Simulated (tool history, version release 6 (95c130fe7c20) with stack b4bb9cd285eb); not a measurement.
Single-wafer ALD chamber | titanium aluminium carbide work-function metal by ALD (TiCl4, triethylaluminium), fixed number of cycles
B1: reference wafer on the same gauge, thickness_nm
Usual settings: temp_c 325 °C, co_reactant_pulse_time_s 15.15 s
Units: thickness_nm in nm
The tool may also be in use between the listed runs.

Run 1, hour 0: usual settings; B1 2.252. Result: thickness_nm 2.496 nm.
Run 2, hour 23.8: usual settings but temp_c 335 °C; B1 2.251. Result: thickness_nm 2.606 nm.
Run 3, hour 118: usual settings but temp_c 335 °C; B1 2.251. Result: thickness_nm 2.581 nm.
At hour 144.5: triethylaluminium bottle replaced.
Run 4, hour 151.4: usual settings; B1 2.249. Result: thickness_nm 2.611 nm.
At hour 166: showerhead replaced.
Run 5, hour 171: usual settings; B1 2.253. Result: thickness_nm 2.618 nm.
Run 6, hour 230.1: usual settings; B1 2.25. Result: thickness_nm 2.611 nm.
Run 7, hour 258.1: usual settings; B1 2.248. Result: thickness_nm 2.608 nm.
Run 8, hour 271.4: usual settings; B1 2.25. Result: thickness_nm 2.607 nm.
Run 9, hour 295.2: usual settings; B1 2.249. Result: thickness_nm 2.606 nm.
Run 10, hour 314.3: usual settings but temp_c 330 °C, co_reactant_pulse_time_s 20.47 s; B1 2.249. Result: thickness_nm 2.677 nm.
Run 11, hour 332.4: usual settings; B1 2.251. Result: thickness_nm 2.593 nm.
Run 12, hour 349.1: usual settings but temp_c 334 °C, co_reactant_pulse_time_s 20.79 s; B1 2.251. Result: thickness_nm 2.713 nm.
At hour 368.4: thermocouple changed; heater temperature recalibrated.
At hour 379.1: gauge calibrated.
Run 13, hour 379.4: usual settings but temp_c 329 °C, co_reactant_pulse_time_s 20 s; B1 2.249. Result: thickness_nm 2.614 nm.
Run 14, hour 395.8: usual settings but temp_c 336 °C, co_reactant_pulse_time_s 16.91 s; B1 2.249. Result: thickness_nm 2.653 nm.
Run 15, hour 421: usual settings but co_reactant_pulse_time_s 17.58 s; B1 2.248. Result: thickness_nm 2.577 nm.
Run 16, hour 457.6: usual settings but temp_c 316 °C, co_reactant_pulse_time_s 18.85 s; B1 2.247. Result: thickness_nm 2.51 nm.
Run 17, hour 492.7: usual settings but temp_c 336 °C, co_reactant_pulse_time_s 11.85 s; B1 2.254. Result: thickness_nm 2.549 nm.
Run 18, hour 517.1: usual settings but temp_c 332 °C, co_reactant_pulse_time_s 17.19 s; B1 2.251. Result: thickness_nm 2.627 nm.
Run 19, hour 552.1: usual settings but temp_c 340 °C, co_reactant_pulse_time_s 11.54 s; B1 2.25. Result: thickness_nm 2.574 nm.
Run 20, hour 566: usual settings; B1 2.249. Result: thickness_nm 2.546 nm.
Run 21, hour 595.8: usual settings but temp_c 316 °C, co_reactant_pulse_time_s 17.56 s; B1 2.248. Result: thickness_nm 2.491 nm.
Run 22, hour 622.6: usual settings; B1 2.248. Result: thickness_nm 2.529 nm.
Run 23, hour 641.2: usual settings; B1 2.252. Result: thickness_nm 2.55 nm.
Run 24, hour 674.8: usual settings; B1 2.249. Result: thickness_nm 2.529 nm.
Run 25, hour 702.1: usual settings but temp_c 337 °C, co_reactant_pulse_time_s 9.45 s; B1 2.252. Result: thickness_nm 2.384 nm.
Run 26, hour 730.4: usual settings but temp_c 339 °C, co_reactant_pulse_time_s 18.72 s; B1 2.253. Result: thickness_nm 2.708 nm.
Run 27, hour 761.9: usual settings but temp_c 317 °C; B1 2.25. Result: thickness_nm 2.467 nm.
Run 28, hour 796.2: usual settings but temp_c 316 °C, co_reactant_pulse_time_s 12.6 s; B1 2.248. Result: thickness_nm 2.394 nm.
Run 29, hour 810: usual settings; B1 2.251. Result: thickness_nm 2.532 nm.
Run 30, hour 899: usual settings; B1 2.253. Result: thickness_nm 2.527 nm.
Run 31, hour 934.8: usual settings but temp_c 332 °C, co_reactant_pulse_time_s 18.54 s; B1 2.251. Result: thickness_nm 2.643 nm.
Run 32, hour 966.4: usual settings; B1 2.251. Result: thickness_nm 2.532 nm.
Run 33, hour 982: usual settings but co_reactant_pulse_time_s 17.58 s; B1 2.25. Result: thickness_nm 2.578 nm.

Forecast each of these 4 alternatives for the next run:
Run A, hour 982.4: usual settings but temp_c 336 °C; B1 ?. Result: thickness_nm ?.
Run B, hour 982.4: usual settings but temp_c 333 °C, co_reactant_pulse_time_s 10.23 s; B1 ?. Result: thickness_nm ?.
Run C, hour 982.4: usual settings but temp_c 336 °C, co_reactant_pulse_time_s 20.35 s; B1 ?. Result: thickness_nm ?.
Run D, hour 982.4: usual settings but temp_c 321 °C, co_reactant_pulse_time_s 16.84 s; B1 ?. Result: thickness_nm ?.

run    B1  thickness_nm
  A  2.25         2.636
  B  2.25          2.39
  C  2.25         2.708
  D  2.25         2.536
Without the tool's hidden state the same runs would have given:
run  thickness_nm
  A         2.681
  B         2.578
  C         2.694
  D         2.551

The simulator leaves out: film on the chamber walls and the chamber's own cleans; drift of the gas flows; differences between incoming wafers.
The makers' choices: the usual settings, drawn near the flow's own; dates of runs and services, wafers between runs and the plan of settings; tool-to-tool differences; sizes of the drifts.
